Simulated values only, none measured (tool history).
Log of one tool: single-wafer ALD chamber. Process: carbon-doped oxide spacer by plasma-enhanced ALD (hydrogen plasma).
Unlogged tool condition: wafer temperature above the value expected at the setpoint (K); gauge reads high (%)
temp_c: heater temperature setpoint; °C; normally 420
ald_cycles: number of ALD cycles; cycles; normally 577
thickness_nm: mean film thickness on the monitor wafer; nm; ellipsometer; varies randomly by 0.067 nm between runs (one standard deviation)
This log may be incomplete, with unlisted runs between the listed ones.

run	day	temp_c	ald_cycles	wafers since the last listed run	hours since the last thermocouple change	hours since the gauge calibration	read-back reference wafer on the same gauge, thickness_nm	thickness_nm
1	0.000	424	577	0	1657.9	250.3	26.090	26.526
2	0.546	424	577	8	1671.0	263.4	26.142	26.572
3	0.833	424	577	4	1677.9	270.3	26.085	26.607
4	1.121	410	577	4	1684.8	277.2	26.112	27.875
5	1.646	410	577	8	1697.4	289.8	26.085	27.938
6	2.300	417	577	10	1713.1	305.5	26.134	27.241
7	4.054	417	577	28	1755.2	347.6	26.117	27.230
8	4.650	417	577	9	1769.5	361.9	26.096	27.146
9	5.388	431	577	11	1787.2	379.6	26.089	25.854
10	6.154	431	577	12	1805.6	398.0	26.099	25.870
11	6.588	431	577	7	1816.0	408.4	26.089	25.887
12	7.096	414	550	8	1828.2	420.6	26.092	26.208
13	7.675	414	550	9	1842.1	434.5	26.091	26.282
14	8.025	414	550	5	1850.5	442.9	26.086	26.293
# day 8.771: thermocouple changed; heater temperature recalibrated
15	8.792	420	577	7	0.5	461.3	26.075	27.036
16	9.192	420	577	6	10.1	470.9	26.105	26.864
# day 9.292: gauge calibrated
17	9.879	420	552	11	26.6	14.1	26.092	25.831
18	10.571	420	552	11	43.2	30.7	26.105	25.790
19	11.117	420	552	8	56.3	43.8	26.065	25.809
20	11.704	420	577	9	70.4	57.9	26.102	26.877
21	12.438	424	686	11	88.0	75.5	26.099	31.560
22	12.750	432	619	5	95.5	83.0	26.057	27.664
23	13.183	412	532	7	105.9	93.4	26.066	25.485
24	13.812	420	577	10	121.0	108.5	26.115	26.974
25	14.350	420	577	8	133.9	121.4	26.088	26.918
26	14.912	406	577	9	147.4	134.9	26.115	28.448
27	15.496	420	521	9	161.4	148.9	26.079	24.236
28	16.029	407	649	8	174.2	161.7	26.077	31.683
29	16.608	420	680	9	188.1	175.6	26.084	31.833
30	16.942	408	517	5	196.1	183.6	26.122	25.185
31	17.446	420	507	8	208.2	195.7	26.093	23.688
32	18.017	417	577	9	221.9	209.4	26.085	27.211
33	18.654	411	634	10	237.2	224.7	26.119	30.478
34	19.296	426	577	10	252.6	240.1	26.103	26.277
35	19.592	412	543	4	259.7	247.2	26.110	26.087
36	19.962	420	685	6	268.6	256.1	26.130	31.884
37	20.388	420	577	6	278.8	266.3	26.073	26.950
38	20.754	420	577	5	287.6	275.1	26.124	27.056
39	21.142	428	613	6	296.9	284.4	26.074	27.803
40	21.550	425	523	6	306.7	294.2	26.113	23.896

Run-by-run hidden state of the tool:
wafer temperature above the value expected at the setpoint (K): 0 in every run
gauge reads high (%): 0 in every run

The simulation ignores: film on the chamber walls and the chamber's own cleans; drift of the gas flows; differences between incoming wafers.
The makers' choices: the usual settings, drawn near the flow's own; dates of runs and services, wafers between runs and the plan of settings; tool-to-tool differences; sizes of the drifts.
